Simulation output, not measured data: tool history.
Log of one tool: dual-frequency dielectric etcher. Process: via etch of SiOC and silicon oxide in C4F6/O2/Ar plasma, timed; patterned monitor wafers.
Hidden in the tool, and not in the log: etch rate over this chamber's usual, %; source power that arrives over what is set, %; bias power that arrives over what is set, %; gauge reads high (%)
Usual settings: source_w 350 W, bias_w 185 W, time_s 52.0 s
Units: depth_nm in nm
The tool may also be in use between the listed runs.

run     day  source_w  bias_w  time_s  wafers since the last listed run  hours since the last wet clean  hours since the last source power generator calibration  hours since the last bias power generator calibration  hours since the last upper electrode change  hours since the gauge calibration  read-back reference wafer on the same gauge, depth_nm  depth_nm
  1   0.000       390     206    52.0                                 0                           107.9                                                   2219.2                                                  919.4                                       2465.7                              775.0                                                   53.3      68.6
  2   2.062       390     206    52.0                               739                           157.4                                                   2268.7                                                  968.9                                       2515.2                              824.5                                                   53.4      68.6
  3   4.129       320     185    48.0                               741                           207.0                                                   2318.3                                                 1018.5                                       2564.8                              874.1                                                   53.4      57.7
  4   8.267       320     185    48.0                              1483                           306.3                                                   2417.6                                                 1117.8                                       2664.1                              973.4                                                   53.4      58.3
  5  10.479       320     185    48.0                               793                           359.4                                                   2470.7                                                 1170.9                                       2717.2                             1026.5                                                   53.4      58.1
  6  12.438       350     185    52.0                               702                           406.4                                                   2517.7                                                 1217.9                                       2764.2                             1073.5                                                   53.5      65.2
     14.238  -- wet clean of the chamber
  7  16.375       350     185    52.0                              1053                            51.3                                                   2612.2                                                 1312.4                                       2858.7                             1168.0                                                   53.4      64.2
  8  20.858       350     185    52.0                              1607                           158.9                                                   2719.8                                                 1420.0                                       2966.3                             1275.6                                                   53.4      64.8
     22.942  -- bias power generator calibrated
     26.462  -- source power generator calibrated
  9  30.058       440     185    42.0                              3179                           379.7                                                     86.3                                                  170.8                                       3187.1                             1496.4                                                   53.6      56.5
     31.367  -- gauge calibrated
     34.183  -- wet clean of the chamber
 10  34.246       350     185    52.0                              1142                             1.5                                                    186.8                                                  271.3                                       3287.6                               69.1                                                   53.3      65.1

Run 11 comes next. What will it give?
 11  36.096       350     185    36.5                               663                            45.9                                                    231.2                                                  315.7                                       3332.0                              113.5                                                      ?         ?

read-back reference wafer on the same gauge, depth_nm: 53.3
depth_nm: 45.3 nm
Without the tool's hidden state the same run would have given depth_nm 45.3 nm.
